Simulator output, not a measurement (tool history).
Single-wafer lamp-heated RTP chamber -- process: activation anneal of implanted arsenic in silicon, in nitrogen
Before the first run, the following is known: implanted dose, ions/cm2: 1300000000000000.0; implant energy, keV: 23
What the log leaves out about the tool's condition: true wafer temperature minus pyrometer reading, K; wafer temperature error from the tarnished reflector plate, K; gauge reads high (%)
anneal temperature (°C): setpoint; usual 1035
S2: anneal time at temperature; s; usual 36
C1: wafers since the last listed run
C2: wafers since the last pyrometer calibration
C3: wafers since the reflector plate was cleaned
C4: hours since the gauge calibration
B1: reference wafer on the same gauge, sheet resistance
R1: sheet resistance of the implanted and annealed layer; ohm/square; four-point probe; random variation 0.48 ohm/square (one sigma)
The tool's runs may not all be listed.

run 1 hour=0 | anneal_temperature_(°C)=1035 S2=36 | C1=0 C2=1552 C3=278 C4=218.7 | B1=111.93 | R1=103.22
run 2 hour=53.3 | anneal_temperature_(°C)=1035 S2=36 | C1=806 C2=2358 C3=1084 C4=272 | B1=112.15 | R1=103.77
run 3 hour=97.3 | anneal_temperature_(°C)=1035 S2=36 | C1=665 C2=3023 C3=1749 C4=316 | B1=111.84 | R1=102.83
run 4 hour=125.2 | anneal_temperature_(°C)=1035 S2=36 | C1=422 C2=3445 C3=2171 C4=343.9 | B1=112.05 | R1=104.36
run 5 hour=166.5 | anneal_temperature_(°C)=1035 S2=36 | C1=624 C2=4070 C3=2796 C4=385.2 | B1=111.92 | R1=102.5
run 6 hour=198 | anneal_temperature_(°C)=1035 S2=36 | C1=476 C2=4547 C3=3273 C4=416.7 | B1=112.08 | R1=102.34
-- hour=226.9 reflector plate cleaned
run 7 hour=249.8 | anneal_temperature_(°C)=1035 S2=36 | C1=662 C2=5209 C3=345 C4=468.5 | B1=111.97 | R1=103.66
run 8 hour=302.3 | anneal_temperature_(°C)=1041 S2=30 | C1=794 C2=6003 C3=1140 C4=521 | B1=112.14 | R1=103.36
-- hour=337.4 pyrometer window cleaned and pyrometer calibrated
run 9 hour=337.9 | anneal_temperature_(°C)=1041 S2=30 | C1=417 C2=7 C3=1557 C4=556.6 | B1=112.02 | R1=102.95
run 10 hour=379.4 | anneal_temperature_(°C)=1045 S2=36 | C1=627 C2=635 C3=2185 C4=598.1 | B1=112.16 | R1=100.18
run 11 hour=425.5 | anneal_temperature_(°C)=1045 S2=36 | C1=697 C2=1332 C3=2882 C4=644.2 | B1=111.95 | R1=101.09
-- hour=466.8 reflector plate cleaned
-- hour=486.6 gauge calibrated
run 12 hour=497.3 | anneal_temperature_(°C)=1045 S2=36 | C1=965 C2=2297 C3=461 C4=10.7 | B1=112.32 | R1=100.44
run 13 hour=529.7 | anneal_temperature_(°C)=1035 S2=36 | C1=490 C2=2787 C3=951 C4=43.1 | B1=111.79 | R1=103.25
run 14 hour=571.3 | anneal_temperature_(°C)=1035 S2=36 | C1=629 C2=3417 C3=1581 C4=84.7 | B1=112.18 | R1=103.21
run 15 hour=598.8 | anneal_temperature_(°C)=1035 S2=36 | C1=415 C2=3833 C3=1997 C4=112.2 | B1=112.13 | R1=104.35
run 16 hour=628 | anneal_temperature_(°C)=1058 S2=36 | C1=441 C2=4274 C3=2438 C4=141.4 | B1=112.1 | R1=96.84
run 17 hour=682.3 | anneal_temperature_(°C)=1035 S2=36 | C1=821 C2=5096 C3=3260 C4=195.7 | B1=112.08 | R1=103.34
run 18 hour=719.3 | anneal_temperature_(°C)=1061 S2=27 | C1=559 C2=5655 C3=3819 C4=232.7 | B1=112.1 | R1=100.27
-- hour=767.1 reflector plate cleaned
run 19 hour=789.9 | anneal_temperature_(°C)=1007 S2=46 | C1=946 C2=6602 C3=344 C4=303.3 | B1=112.05 | R1=107.6
run 20 hour=852.7 | anneal_temperature_(°C)=1064 S2=36 | C1=949 C2=7552 C3=1294 C4=366.1 | B1=111.91 | R1=96.43
run 21 hour=880.9 | anneal_temperature_(°C)=1047 S2=36 | C1=426 C2=7979 C3=1721 C4=394.3 | B1=112.13 | R1=100.56
-- hour=898.5 pyrometer window cleaned and pyrometer calibrated
run 22 hour=909.4 | anneal_temperature_(°C)=1049 S2=54 | C1=310 C2=164 C3=2031 C4=422.8 | B1=111.91 | R1=95.8
run 23 hour=974.7 | anneal_temperature_(°C)=1035 S2=36 | C1=987 C2=1152 C3=3019 C4=488.1 | B1=112.03 | R1=103.72
-- hour=1007 reflector plate cleaned
run 24 hour=1029.8 | anneal_temperature_(°C)=1048 S2=46 | C1=712 C2=1864 C3=345 C4=543.2 | B1=111.89 | R1=97.37
run 25 hour=1086.7 | anneal_temperature_(°C)=1043 S2=51 | C1=860 C2=2725 C3=1205 C4=600.1 | B1=111.87 | R1=97.7
run 26 hour=1132.9 | anneal_temperature_(°C)=1045 S2=36 | C1=698 C2=3424 C3=1904 C4=646.3 | B1=111.78 | R1=100.61
run 27 hour=1181.3 | anneal_temperature_(°C)=1035 S2=36 | C1=732 C2=4156 C3=2636 C4=694.7 | B1=112.19 | R1=103.21
-- hour=1199.9 gauge calibrated
run 28 hour=1207.9 | anneal_temperature_(°C)=1063 S2=56 | C1=402 C2=4558 C3=3039 C4=8 | B1=111.97 | R1=92.71
run 29 hour=1263.2 | anneal_temperature_(°C)=1024 S2=18 | C1=836 C2=5395 C3=3875 C4=63.3 | B1=111.82 | R1=113.66
run 30 hour=1291.6 | anneal_temperature_(°C)=1035 S2=36 | C1=429 C2=5824 C3=4305 C4=91.7 | B1=112.1 | R1=103.28
-- hour=1304.9 reflector plate cleaned
run 31 hour=1322.5 | anneal_temperature_(°C)=1051 S2=36 | C1=346 C2=6170 C3=266 C4=122.6 | B1=112 | R1=98.86
-- hour=1336.5 pyrometer window cleaned and pyrometer calibrated
run 32 hour=1390.2 | anneal_temperature_(°C)=1043 S2=51 | C1=903 C2=811 C3=1169 C4=190.3 | B1=112.34 | R1=98.02

5 ways to go on from here, each from the tool as it stands after run 32. What would each give?
run A hour=1390.6 | anneal_temperature_(°C)=1035 S2=36 | C1=6 C2=817 C3=1175 C4=190.7 | B1=? | R1=?
run B hour=1390.6 | anneal_temperature_(°C)=1022 S2=17 | C1=6 C2=817 C3=1175 C4=190.7 | B1=? | R1=?
run C hour=1390.6 | anneal_temperature_(°C)=1035 S2=27 | C1=6 C2=817 C3=1175 C4=190.7 | B1=? | R1=?
run D hour=1390.6 | anneal_temperature_(°C)=1050 S2=57 | C1=6 C2=817 C3=1175 C4=190.7 | B1=? | R1=?
run E hour=1390.6 | anneal_temperature_(°C)=1035 S2=20 | C1=6 C2=817 C3=1175 C4=190.7 | B1=? | R1=?

run=A B1=112.07 R1=102.74
run=B B1=112.07 R1=114.5
run=C B1=112.07 R1=105.89
run=D B1=112.07 R1=94.36
run=E B1=112.07 R1=109.2
Without the tool's hidden state the same runs would have given:
run=A R1=102.74
run=B R1=114.5
run=C R1=105.89
run=D R1=94.36
run=E R1=109.2
